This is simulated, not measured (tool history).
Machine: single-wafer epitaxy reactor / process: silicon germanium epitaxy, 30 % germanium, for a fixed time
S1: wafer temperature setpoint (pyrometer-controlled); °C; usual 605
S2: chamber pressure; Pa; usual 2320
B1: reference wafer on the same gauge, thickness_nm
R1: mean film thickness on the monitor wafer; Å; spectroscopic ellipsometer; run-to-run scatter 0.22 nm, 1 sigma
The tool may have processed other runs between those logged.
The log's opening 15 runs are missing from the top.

run,hour,S1,S2,B1,R1
16,886.5,605,1947,77.307,600.59
17,925.2,591,2533,77.363,496.68
18,996.2,605,2320,77.455,643.03
19,1128.4,593,2733,77.325,525.84
20,1163.6,596,2813,77.405,569.2
21,1211.8,610,2560,77.354,735.62
22,1251.4,618,2573,77.463,856.88
23,1277.1,605,1986,77.35,602.67
24,1304.1,611,2733,77.377,765.82
25,1355.2,618,2813,77.389,889.26
26,1385.9,605,2320,77.361,632.76
27,1448.4,605,2320,77.419,635.36
28,1518,597,2786,77.367,571.75
29,1668.2,618,2320,77.365,822.64
30,1737.3,599,2813,77.465,597.41
# hour 1768.1: capacitance manometer re-zeroed and calibrated
31,1785.6,605,2013,77.365,599.9
32,1836.7,617,2320,77.378,801.41
33,1902.8,605,2160,77.434,613.32
34,1942.9,601,1986,77.383,546.95

Below are 5 alternative next runs, each starting from the tool's condition after run 34. Predict each:
A,1943.3,605,2320,?,?
B,1943.3,616,1973,?,?
C,1943.3,610,2320,?,?
D,1943.3,610,2093,?,?
E,1943.3,591,1880,?,?

run,B1,R1
A,77.362,629.79
B,77.362,744.6
C,77.362,697.88
D,77.362,673.11
E,77.362,435.83
With no hidden state in the tool, these same runs would have given:
run,R1
A,649.57
B,767.32
C,719.52
D,693.98
E,450.05
